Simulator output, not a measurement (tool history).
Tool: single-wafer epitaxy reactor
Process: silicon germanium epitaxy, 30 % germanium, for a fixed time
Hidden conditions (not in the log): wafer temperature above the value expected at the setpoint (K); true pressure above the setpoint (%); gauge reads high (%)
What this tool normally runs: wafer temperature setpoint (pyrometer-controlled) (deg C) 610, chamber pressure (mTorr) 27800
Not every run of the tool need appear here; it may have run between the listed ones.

run     day  wafer temperature setpoint (pyrometer-controlled) (deg C)  chamber pressure (mTorr)  wafers since the last listed run  hours since the last pyrometer calibration  hours since the last manometer calibration  hours since the showerhead was replaced  hours since the gauge calibration  read-back reference wafer on the same gauge, thickness_nm  mean film thickness on the monitor wafer (angstrom)
  1   0.000                                                        610                     27800                                 0                                       323.8                                       782.9                                   3095.1                                0.6                                                     92.894                                               806.32
  2   3.104                                                        610                     27800                              1033                                       398.3                                       857.4                                   3169.6                               75.1                                                     92.882                                               807.37
  3   6.762                                                        601                     27800                              1218                                       486.1                                       945.2                                   3257.4                              162.9                                                     92.780                                               699.90
     10.483  -- capacitance manometer re-zeroed and calibrated
  4  12.542                                                        610                     29500                              1813                                       624.8                                        49.4                                   3396.1                              301.6                                                     92.845                                               831.91
  5  14.362                                                        610                     29500                               606                                       668.5                                        93.1                                   3439.8                              345.3                                                     92.776                                               835.95
  6  17.950                                                        610                     31700                              1194                                       754.6                                       179.2                                   3525.9                              431.4                                                     92.773                                               864.19
  7  21.567                                                        610                     31700                              1204                                       841.4                                       266.0                                   3612.7                              518.2                                                     92.782                                               866.33
  8  24.675                                                        610                     31700                              1035                                       916.0                                       340.6                                   3687.3                              592.8                                                     92.761                                               869.94
  9  26.458                                                        610                     27800                               594                                       958.8                                       383.4                                   3730.1                              635.6                                                     92.859                                               823.51
 10  29.854                                                        610                     27800                              1131                                      1040.3                                       464.9                                   3811.6                              717.1                                                     92.853                                               826.31
     31.371  -- pyrometer calibrated
 11  32.058                                                        610                     27800                               623                                        16.5                                       517.8                                   3864.5                              770.0                                                     92.787                                               801.70
 12  34.804                                                        610                     27800                               914                                        82.4                                       583.7                                   3930.4                              835.9                                                     92.817                                               799.93
 13  37.379                                                        610                     27800                               857                                       144.2                                       645.5                                   3992.2                              897.7                                                     92.803                                               797.88
 14  40.062                                                        606                     27800                               893                                       208.6                                       709.9                                   4056.6                              962.1                                                     92.788                                               750.08
     43.196  -- gauge calibrated
 15  44.421                                                        610                     27800                              1451                                       313.2                                       814.5                                   4161.2                               29.4                                                     92.773                                               802.24
 16  47.200                                                        622                     29600                               925                                       379.9                                       881.2                                   4227.9                               96.1                                                     92.810                                               994.91
     48.088  -- showerhead replaced
 17  49.821                                                        596                     31100                               761                                       442.8                                       944.1                                     41.6                              159.0                                                     92.785                                               674.64
     50.433  -- capacitance manometer re-zeroed and calibrated
 18  52.671                                                        597                     33700                               838                                       511.2                                        53.7                                    110.0                              227.4                                                     92.831                                               711.03
 19  54.558                                                        622                     29600                               628                                       556.5                                        99.0                                    155.3                              272.7                                                     92.822                                               997.53
 20  58.354                                                        601                     30300                              1264                                       647.6                                       190.1                                    246.4                              363.8                                                     92.799                                               727.48
 21  62.629                                                        603                     30500                              1423                                       750.2                                       292.7                                    349.0                              466.4                                                     92.868                                               756.34
 22  66.000                                                        610                     30600                              1122                                       831.1                                       373.6                                    429.9                              547.3                                                     92.833                                               847.46

Branching from run 22: 3 alternative next runs. What would each branch give?
  A  66.017                                                        620                     27800                                 5                                       831.5                                       374.0                                    430.3                              547.7                                                          ?                                                    ?
  B  66.017                                                        620                     22900                                 5                                       831.5                                       374.0                                    430.3                              547.7                                                          ?                                                    ?
  C  66.017                                                        601                     25600                                 5                                       831.5                                       374.0                                    430.3                              547.7                                                          ?                                                    ?

run  read-back reference wafer on the same gauge, thickness_nm  mean film thickness on the monitor wafer (angstrom)
  A                                                     92.812                                               956.28
  B                                                     92.812                                               877.05
  C                                                     92.812                                               684.70
The same runs, with their run-to-run variation unchanged, on a tool lacking any hidden condition would have given:
run  mean film thickness on the monitor wafer (angstrom)
  A                                               938.33
  B                                               860.58
  C                                               671.35
